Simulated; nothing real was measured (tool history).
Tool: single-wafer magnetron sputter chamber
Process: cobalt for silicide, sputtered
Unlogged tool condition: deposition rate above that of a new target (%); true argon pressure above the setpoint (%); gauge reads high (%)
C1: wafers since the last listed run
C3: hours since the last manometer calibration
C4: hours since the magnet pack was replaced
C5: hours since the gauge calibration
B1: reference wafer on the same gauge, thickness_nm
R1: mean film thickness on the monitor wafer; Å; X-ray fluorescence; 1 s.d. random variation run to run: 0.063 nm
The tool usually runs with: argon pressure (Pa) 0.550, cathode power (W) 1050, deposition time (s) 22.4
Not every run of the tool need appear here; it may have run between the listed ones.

run 1 hour=0.0 | argon_pressure_(Pa)=0.447 cathode_power_(W)=1050 deposition_time_(s)=25.2 | C1=0 wafers_on_the_sputter_target=5745 C3=1219.3 C4=6508.9 C5=578.5 | B1=11.399 | R1=134.83
run 2 hour=53.8 | argon_pressure_(Pa)=0.447 cathode_power_(W)=1050 deposition_time_(s)=25.2 | C1=1925 wafers_on_the_sputter_target=7670 C3=1273.1 C4=6562.7 C5=632.3 | B1=11.399 | R1=136.26
run 3 hour=84.1 | argon_pressure_(Pa)=0.602 cathode_power_(W)=1050 deposition_time_(s)=22.4 | C1=1084 wafers_on_the_sputter_target=8754 C3=1303.4 C4=6593.0 C5=662.6 | B1=11.428 | R1=111.13
-- hour=98.9 sputter target and shields replaced
run 4 hour=155.7 | argon_pressure_(Pa)=0.602 cathode_power_(W)=1050 deposition_time_(s)=22.4 | C1=2275 wafers_on_the_sputter_target=2031 C3=1375.0 C4=6664.6 C5=734.2 | B1=11.401 | R1=110.93
run 5 hour=241.3 | argon_pressure_(Pa)=0.602 cathode_power_(W)=1050 deposition_time_(s)=22.4 | C1=3062 wafers_on_the_sputter_target=5094 C3=1460.6 C4=6750.2 C5=819.8 | B1=11.413 | R1=111.84
-- hour=254.2 gauge calibrated
-- hour=348.9 sputter target and shields replaced
run 6 hour=448.8 | argon_pressure_(Pa)=0.550 cathode_power_(W)=1050 deposition_time_(s)=22.4 | C1=7138 wafers_on_the_sputter_target=3574 C3=1668.1 C4=6957.7 C5=194.6 | B1=11.415 | R1=113.30
run 7 hour=475.3 | argon_pressure_(Pa)=0.550 cathode_power_(W)=1050 deposition_time_(s)=22.4 | C1=948 wafers_on_the_sputter_target=4522 C3=1694.6 C4=6984.2 C5=221.1 | B1=11.398 | R1=114.25
run 8 hour=527.0 | argon_pressure_(Pa)=0.724 cathode_power_(W)=1250 deposition_time_(s)=20.8 | C1=1849 wafers_on_the_sputter_target=6372 C3=1746.3 C4=7035.9 C5=272.8 | B1=11.392 | R1=116.26
-- hour=560.7 magnet pack replaced
-- hour=627.0 sputter target and shields replaced
-- hour=689.6 capacitance manometer re-zeroed and calibrated
run 9 hour=700.0 | argon_pressure_(Pa)=0.550 cathode_power_(W)=1300 deposition_time_(s)=22.4 | C1=5331 wafers_on_the_sputter_target=2325 C3=10.4 C4=139.3 C5=445.8 | B1=11.404 | R1=139.75
run 10 hour=875.1 | argon_pressure_(Pa)=0.396 cathode_power_(W)=950 deposition_time_(s)=25.5 | C1=6265 wafers_on_the_sputter_target=8591 C3=185.5 C4=314.4 C5=620.9 | B1=11.412 | R1=128.10
-- hour=900.3 sputter target and shields replaced
run 11 hour=938.6 | argon_pressure_(Pa)=0.550 cathode_power_(W)=1050 deposition_time_(s)=22.4 | C1=1985 wafers_on_the_sputter_target=1368 C3=249.0 C4=377.9 C5=684.4 | B1=11.407 | R1=113.08
-- hour=984.1 gauge calibrated
run 12 hour=993.7 | argon_pressure_(Pa)=0.550 cathode_power_(W)=1050 deposition_time_(s)=22.4 | C1=1971 wafers_on_the_sputter_target=3340 C3=304.1 C4=433.0 C5=9.6 | B1=11.394 | R1=114.27
run 13 hour=1057.6 | argon_pressure_(Pa)=0.742 cathode_power_(W)=1250 deposition_time_(s)=20.0 | C1=2286 wafers_on_the_sputter_target=5626 C3=368.0 C4=496.9 C5=73.5 | B1=11.415 | R1=109.33
-- hour=1171.8 sputter target and shields replaced
run 14 hour=1269.9 | argon_pressure_(Pa)=0.550 cathode_power_(W)=1050 deposition_time_(s)=22.4 | C1=7310 wafers_on_the_sputter_target=3510 C3=580.3 C4=709.2 C5=285.8 | B1=11.418 | R1=114.89
run 15 hour=1337.5 | argon_pressure_(Pa)=0.550 cathode_power_(W)=1150 deposition_time_(s)=22.4 | C1=2418 wafers_on_the_sputter_target=5928 C3=647.9 C4=776.8 C5=353.4 | B1=11.385 | R1=124.90

What if the next run were any one of these 4? Each begins from the tool's condition after run 15:
run A hour=1337.9 | argon_pressure_(Pa)=0.644 cathode_power_(W)=1050 deposition_time_(s)=22.4 | C1=14 wafers_on_the_sputter_target=5943 C3=648.3 C4=777.2 C5=353.8 | B1=? | R1=?
run B hour=1337.9 | argon_pressure_(Pa)=0.718 cathode_power_(W)=1250 deposition_time_(s)=21.0 | C1=14 wafers_on_the_sputter_target=5943 C3=648.3 C4=777.2 C5=353.8 | B1=? | R1=?
run C hour=1337.9 | argon_pressure_(Pa)=0.633 cathode_power_(W)=1050 deposition_time_(s)=22.4 | C1=14 wafers_on_the_sputter_target=5943 C3=648.3 C4=777.2 C5=353.8 | B1=? | R1=?
run D hour=1337.9 | argon_pressure_(Pa)=0.607 cathode_power_(W)=1250 deposition_time_(s)=22.4 | C1=14 wafers_on_the_sputter_target=5943 C3=648.3 C4=777.2 C5=353.8 | B1=? | R1=?

run=A B1=11.389 R1=109.13
run=B B1=11.389 R1=117.33
run=C B1=11.389 R1=109.75
run=D B1=11.389 R1=132.40
What these runs would have given with no unlogged condition in the tool:
run=A R1=109.13
run=B R1=117.33
run=C R1=109.75
run=D R1=132.40

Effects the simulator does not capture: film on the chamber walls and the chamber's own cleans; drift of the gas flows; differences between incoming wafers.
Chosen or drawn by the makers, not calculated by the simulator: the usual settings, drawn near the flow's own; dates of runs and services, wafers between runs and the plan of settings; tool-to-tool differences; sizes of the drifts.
